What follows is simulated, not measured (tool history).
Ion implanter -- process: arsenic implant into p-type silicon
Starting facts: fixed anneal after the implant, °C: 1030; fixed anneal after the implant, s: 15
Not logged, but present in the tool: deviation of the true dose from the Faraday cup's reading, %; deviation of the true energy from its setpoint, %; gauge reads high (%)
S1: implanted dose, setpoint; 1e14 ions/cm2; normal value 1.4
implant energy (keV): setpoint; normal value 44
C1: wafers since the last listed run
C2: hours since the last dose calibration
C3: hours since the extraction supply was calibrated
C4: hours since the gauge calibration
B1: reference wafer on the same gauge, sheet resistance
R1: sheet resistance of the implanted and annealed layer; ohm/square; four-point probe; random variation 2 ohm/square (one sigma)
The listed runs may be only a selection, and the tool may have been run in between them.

run 1 day=0 | S1=1.49 implant_energy_(keV)=33.5 | C1=0 C2=1232.8 C3=2962.4 C4=185.9 | B1=439.23 | R1=430.44
run 2 day=2.242 | S1=1.4 implant_energy_(keV)=53 | C1=1134 C2=1286.6 C3=3016.2 C4=239.7 | B1=440.35 | R1=420.17
run 3 day=6.729 | S1=1.4 implant_energy_(keV)=53 | C1=2270 C2=1394.3 C3=3123.9 C4=347.4 | B1=440.07 | R1=415.65
run 4 day=11.004 | S1=1.4 implant_energy_(keV)=53 | C1=2163 C2=1496.9 C3=3226.5 C4=450 | B1=440.27 | R1=417.6
run 5 day=13.867 | S1=1.4 implant_energy_(keV)=44 | C1=1448 C2=1565.6 C3=3295.2 C4=518.7 | B1=440.22 | R1=431.3
run 6 day=17.596 | S1=1.4 implant_energy_(keV)=50.5 | C1=1887 C2=1655.1 C3=3384.7 C4=608.2 | B1=439.85 | R1=414.38
run 7 day=21.758 | S1=1.4 implant_energy_(keV)=44 | C1=2106 C2=1755 C3=3484.6 C4=708.1 | B1=440.09 | R1=429.78
run 8 day=24.325 | S1=1.4 implant_energy_(keV)=44 | C1=1298 C2=1816.6 C3=3546.2 C4=769.7 | B1=440.3 | R1=431.3
run 9 day=27.358 | S1=1.4 implant_energy_(keV)=44 | C1=1535 C2=1889.4 C3=3619 C4=842.5 | B1=439.87 | R1=423.17
run 10 day=29.35 | S1=1.4 implant_energy_(keV)=44 | C1=1007 C2=1937.2 C3=3666.8 C4=890.3 | B1=440.02 | R1=429.7
run 11 day=32.925 | S1=1.4 implant_energy_(keV)=44 | C1=1809 C2=2023 C3=3752.6 C4=976.1 | B1=439.88 | R1=425.55
-- day=34.5 Faraday cup replaced and dose calibrated
run 12 day=36.875 | S1=1.4 implant_energy_(keV)=48 | C1=1830 C2=57 C3=3847.4 C4=1070.9 | B1=439.94 | R1=411.34
run 13 day=38.379 | S1=1.4 implant_energy_(keV)=34.5 | C1=761 C2=93.1 C3=3883.5 C4=1107 | B1=439.87 | R1=438.83
-- day=40.567 gauge calibrated
-- day=41.183 extraction supply calibrated
run 14 day=41.671 | S1=1.22 implant_energy_(keV)=58.5 | C1=1497 C2=172.1 C3=11.7 C4=26.5 | B1=439.66 | R1=439.3
run 15 day=45.271 | S1=1.73 implant_energy_(keV)=44 | C1=1821 C2=258.5 C3=98.1 C4=112.9 | B1=440.11 | R1=362.96
-- day=47.162 Faraday cup replaced and dose calibrated, repeated, since the last time left the tool worse
run 16 day=48.038 | S1=1.16 implant_energy_(keV)=39.5 | C1=1231 C2=21 C3=164.5 C4=179.3 | B1=439 | R1=508.6
run 17 day=52.358 | S1=1.28 implant_energy_(keV)=31 | C1=2186 C2=124.7 C3=268.2 C4=283 | B1=439.92 | R1=494.85
run 18 day=55.879 | S1=1.51 implant_energy_(keV)=44 | C1=1781 C2=209.2 C3=352.7 C4=367.5 | B1=440.06 | R1=412.19

Take each entry between the runs: how does the hidden state at the last listed run before it differ from the hidden state at the first listed run after it?
In the gap between runs 11 and 12: Faraday cup replaced and dose calibrated (day 34.5)
  deviation of the true dose from the Faraday cup's reading, %: 3.52 -> 6.07
  measured less the result without the state, R1: -10.22 -> -16.88 ohm/square
In the gap between runs 13 and 14: gauge calibrated (day 40.567); extraction supply calibrated (day 41.183)
  deviation of the true dose from the Faraday cup's reading, %: 6.13 -> 6.27
  measured less the result without the state, R1: -18.69 -> -18.03 ohm/square
In the gap between runs 15 and 16: Faraday cup replaced and dose calibrated, repeated, since the last time left the tool worse (day 47.162)
  deviation of the true dose from the Faraday cup's reading, %: 6.43 -> 0.381
  measured less the result without the state, R1: -16.31 -> -1.31 ohm/square
